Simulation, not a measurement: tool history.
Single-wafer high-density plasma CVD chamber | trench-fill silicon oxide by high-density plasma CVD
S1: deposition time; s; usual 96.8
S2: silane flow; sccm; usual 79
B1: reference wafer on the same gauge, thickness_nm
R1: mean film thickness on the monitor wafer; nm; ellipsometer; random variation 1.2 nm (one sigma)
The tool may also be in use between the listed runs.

Run 1, day 0: usual settings but S1 84.9 s; B1 843.383. Result: R1 717.846 nm.
Run 2, day 1.158: usual settings; B1 842.728. Result: R1 821.743 nm.
At day 2.438: gauge calibrated.
Run 3, day 2.592: usual settings; B1 848.194. Result: R1 824.203 nm.
Run 4, day 3.562: usual settings; B1 847.108. Result: R1 823.007 nm.
Run 5, day 4.171: usual settings; B1 846.282. Result: R1 823.734 nm.
Run 6, day 4.692: usual settings; B1 845.985. Result: R1 820.798 nm.
At day 5.279: silane flow controller replaced.
Run 7, day 5.412: usual settings but S2 82 sccm; B1 845.909. Result: R1 846.439 nm.
Run 8, day 6.812: usual settings but S1 78.6 s, S2 71 sccm; B1 844.579. Result: R1 607.832 nm.
Run 9, day 7.608: usual settings but S1 110 s; B1 844.022. Result: R1 930.728 nm.
Run 10, day 8.817: usual settings; B1 842.803. Result: R1 818.229 nm.
Run 11, day 9.8: usual settings but S1 83.9 s, S2 93 sccm; B1 841.89. Result: R1 813.94 nm.
At day 10.421: gauge calibrated.
Run 12, day 11.258: usual settings but S2 66 sccm; B1 848.563. Result: R1 709.941 nm.
Run 13, day 12.688: usual settings but S1 105.7 s, S2 84 sccm; B1 847.324. Result: R1 950.095 nm.
Run 14, day 13.288: usual settings but S1 103.5 s; B1 846.842. Result: R1 881.63 nm.

Forecast each of these 5 alternatives for the next run:
Run A, day 13.304: usual settings; B1 ?. Result: R1 ?.
Run B, day 13.304: usual settings but S1 102 s, S2 87 sccm; B1 ?. Result: R1 ?.
Run C, day 13.304: usual settings but S1 112.1 s, S2 94 sccm; B1 ?. Result: R1 ?.
Run D, day 13.304: usual settings but S1 108.4 s, S2 69 sccm; B1 ?. Result: R1 ?.
Run E, day 13.304: usual settings but S2 71 sccm; B1 ?. Result: R1 ?.

run       B1        R1
  A  847.207   823.409
  B  847.207    942.07
  C  847.207  1106.927
  D  847.207   823.208
  E  847.207   752.774
Without the tool's hidden state the same runs would have given:
run        R1
  A    825.45
  B   944.405
  C  1109.671
  D   825.249
  E    754.64
